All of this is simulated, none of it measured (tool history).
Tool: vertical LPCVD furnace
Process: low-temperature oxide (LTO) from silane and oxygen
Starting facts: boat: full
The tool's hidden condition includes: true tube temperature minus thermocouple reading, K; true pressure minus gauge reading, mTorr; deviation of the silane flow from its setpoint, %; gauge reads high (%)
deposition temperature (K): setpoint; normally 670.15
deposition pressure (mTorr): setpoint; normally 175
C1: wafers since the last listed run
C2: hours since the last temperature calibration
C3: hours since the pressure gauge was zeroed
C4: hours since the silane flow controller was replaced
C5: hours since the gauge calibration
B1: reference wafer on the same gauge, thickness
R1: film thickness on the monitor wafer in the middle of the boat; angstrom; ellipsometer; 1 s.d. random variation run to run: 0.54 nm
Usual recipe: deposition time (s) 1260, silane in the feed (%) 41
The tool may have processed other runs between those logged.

{"run": 1, "hour": 0.0, "deposition temperature (K)": 670.15, "deposition pressure (mTorr)": 175, "deposition time (s)": 1260, "silane in the feed (%)": 41, "C1": 0, "C2": 4828.2, "C3": 4084, "C4": 5208.1, "C5": 532.2, "B1": 164.98, "R1": 1665.8}
{"run": 2, "hour": 57.0, "deposition temperature (K)": 670.15, "deposition pressure (mTorr)": 175, "deposition time (s)": 1260, "silane in the feed (%)": 41, "C1": 665, "C2": 4885.2, "C3": 4141, "C4": 5265.1, "C5": 589.2, "B1": 164.98, "R1": 1658.5}
{"run": 3, "hour": 121.9, "deposition temperature (K)": 670.15, "deposition pressure (mTorr)": 190, "deposition time (s)": 1260, "silane in the feed (%)": 41, "C1": 757, "C2": 4950.1, "C3": 4205.9, "C4": 5330, "C5": 654.1, "B1": 165.04, "R1": 1801.1}
{"run": 4, "hour": 180.4, "deposition temperature (K)": 670.15, "deposition pressure (mTorr)": 190, "deposition time (s)": 1260, "silane in the feed (%)": 41, "C1": 682, "C2": 5008.6, "C3": 4264.4, "C4": 5388.5, "C5": 712.6, "B1": 164.99, "R1": 1806.3}
{"run": 5, "hour": 220.7, "deposition temperature (K)": 670.15, "deposition pressure (mTorr)": 190, "deposition time (s)": 1260, "silane in the feed (%)": 41, "C1": 470, "C2": 5048.9, "C3": 4304.7, "C4": 5428.8, "C5": 752.9, "B1": 164.9, "R1": 1800.4}
{"run": 6, "hour": 287.9, "deposition temperature (K)": 670.15, "deposition pressure (mTorr)": 160, "deposition time (s)": 1620, "silane in the feed (%)": 41, "C1": 784, "C2": 5116.1, "C3": 4371.9, "C4": 5496, "C5": 820.1, "B1": 164.93, "R1": 1958}
{"run": 7, "hour": 362.6, "deposition temperature (K)": 670.15, "deposition pressure (mTorr)": 160, "deposition time (s)": 1620, "silane in the feed (%)": 41, "C1": 871, "C2": 5190.8, "C3": 4446.6, "C4": 5570.7, "C5": 894.8, "B1": 165.02, "R1": 1966.1}
{"hour": 437.8, "done": "pressure gauge zeroed"}
{"run": 8, "hour": 461.8, "deposition temperature (K)": 670.15, "deposition pressure (mTorr)": 160, "deposition time (s)": 1620, "silane in the feed (%)": 41, "C1": 877, "C2": 5290, "C3": 24, "C4": 5669.9, "C5": 994, "B1": 164.8, "R1": 1886.7}
{"run": 9, "hour": 526.1, "deposition temperature (K)": 670.15, "deposition pressure (mTorr)": 175, "deposition time (s)": 1260, "silane in the feed (%)": 41, "C1": 750, "C2": 5354.3, "C3": 88.3, "C4": 5734.2, "C5": 1058.3, "B1": 164.83, "R1": 1597.3}
{"run": 10, "hour": 623.3, "deposition temperature (K)": 670.15, "deposition pressure (mTorr)": 135, "deposition time (s)": 1260, "silane in the feed (%)": 41, "C1": 1134, "C2": 5451.5, "C3": 185.5, "C4": 5831.4, "C5": 1155.5, "B1": 164.82, "R1": 1241.8}
{"hour": 641.8, "done": "gauge calibrated"}
{"run": 11, "hour": 681.8, "deposition temperature (K)": 670.15, "deposition pressure (mTorr)": 175, "deposition time (s)": 1260, "silane in the feed (%)": 41, "C1": 682, "C2": 5510, "C3": 244, "C4": 5889.9, "C5": 40, "B1": 164.81, "R1": 1610.9}
{"hour": 735.7, "done": "thermocouples replaced and temperature profile calibrated"}
{"run": 12, "hour": 772.8, "deposition temperature (K)": 670.15, "deposition pressure (mTorr)": 130, "deposition time (s)": 1260, "silane in the feed (%)": 44, "C1": 781, "C2": 37.1, "C3": 335, "C4": 5980.9, "C5": 131, "B1": 165.16, "R1": 1303.8}
{"run": 13, "hour": 880.8, "deposition temperature (K)": 679.15, "deposition pressure (mTorr)": 215, "deposition time (s)": 1260, "silane in the feed (%)": 41, "C1": 1260, "C2": 145.1, "C3": 443, "C4": 6088.9, "C5": 239, "B1": 165.04, "R1": 2190}
{"run": 14, "hour": 981.6, "deposition temperature (K)": 670.15, "deposition pressure (mTorr)": 175, "deposition time (s)": 1260, "silane in the feed (%)": 41, "C1": 1176, "C2": 245.9, "C3": 543.8, "C4": 6189.7, "C5": 339.8, "B1": 165.01, "R1": 1619.5}
{"run": 15, "hour": 1044.1, "deposition temperature (K)": 670.15, "deposition pressure (mTorr)": 175, "deposition time (s)": 1260, "silane in the feed (%)": 48, "C1": 729, "C2": 308.4, "C3": 606.3, "C4": 6252.2, "C5": 402.3, "B1": 165.15, "R1": 1914.6}
{"hour": 1110.5, "done": "silane flow controller replaced"}
{"run": 16, "hour": 1111.0, "deposition temperature (K)": 670.15, "deposition pressure (mTorr)": 205, "deposition time (s)": 1260, "silane in the feed (%)": 41, "C1": 500, "C2": 375.3, "C3": 673.2, "C4": 0.5, "C5": 469.2, "B1": 164.9, "R1": 1892.8}
{"run": 17, "hour": 1188.7, "deposition temperature (K)": 679.15, "deposition pressure (mTorr)": 215, "deposition time (s)": 1260, "silane in the feed (%)": 41, "C1": 906, "C2": 453, "C3": 750.9, "C4": 78.2, "C5": 546.9, "B1": 164.94, "R1": 2204.6}
{"run": 18, "hour": 1407.0, "deposition temperature (K)": 680.15, "deposition pressure (mTorr)": 190, "deposition time (s)": 1710, "silane in the feed (%)": 47, "C1": 2547, "C2": 671.3, "C3": 969.2, "C4": 296.5, "C5": 765.2, "B1": 165.02, "R1": 3065.3}

Branching from run 18: 5 alternative next runs. What would each branch give?
{"run": "A", "hour": 1412.1, "deposition temperature (K)": 670.15, "deposition pressure (mTorr)": 175, "deposition time (s)": 1260, "silane in the feed (%)": 41, "C1": 59, "C2": 676.4, "C3": 974.3, "C4": 301.6, "C5": 770.3, "B1": "?", "R1": "?"}
{"run": "B", "hour": 1412.1, "deposition temperature (K)": 670.15, "deposition pressure (mTorr)": 220, "deposition time (s)": 1260, "silane in the feed (%)": 36, "C1": 59, "C2": 676.4, "C3": 974.3, "C4": 301.6, "C5": 770.3, "B1": "?", "R1": "?"}
{"run": "C", "hour": 1412.1, "deposition temperature (K)": 673.15, "deposition pressure (mTorr)": 160, "deposition time (s)": 1770, "silane in the feed (%)": 49, "C1": 59, "C2": 676.4, "C3": 974.3, "C4": 301.6, "C5": 770.3, "B1": "?", "R1": "?"}
{"run": "D", "hour": 1412.1, "deposition temperature (K)": 665.15, "deposition pressure (mTorr)": 175, "deposition time (s)": 840, "silane in the feed (%)": 35, "C1": 59, "C2": 676.4, "C3": 974.3, "C4": 301.6, "C5": 770.3, "B1": "?", "R1": "?"}
{"run": "E", "hour": 1412.1, "deposition temperature (K)": 670.15, "deposition pressure (mTorr)": 175, "deposition time (s)": 1260, "silane in the feed (%)": 37, "C1": 59, "C2": 676.4, "C3": 974.3, "C4": 301.6, "C5": 770.3, "B1": "?", "R1": "?"}

run=A B1=164.83 R1=1623.7
run=B B1=164.83 R1=1727.6
run=C B1=164.83 R1=2592.3
run=D B1=164.83 R1=836.1
run=E B1=164.83 R1=1430.8
What these runs would have given with no unlogged condition in the tool:
run=A R1=1587.1
run=B R1=1696.6
run=C R1=2528.6
run=D R1=817.3
run=E R1=1398.6
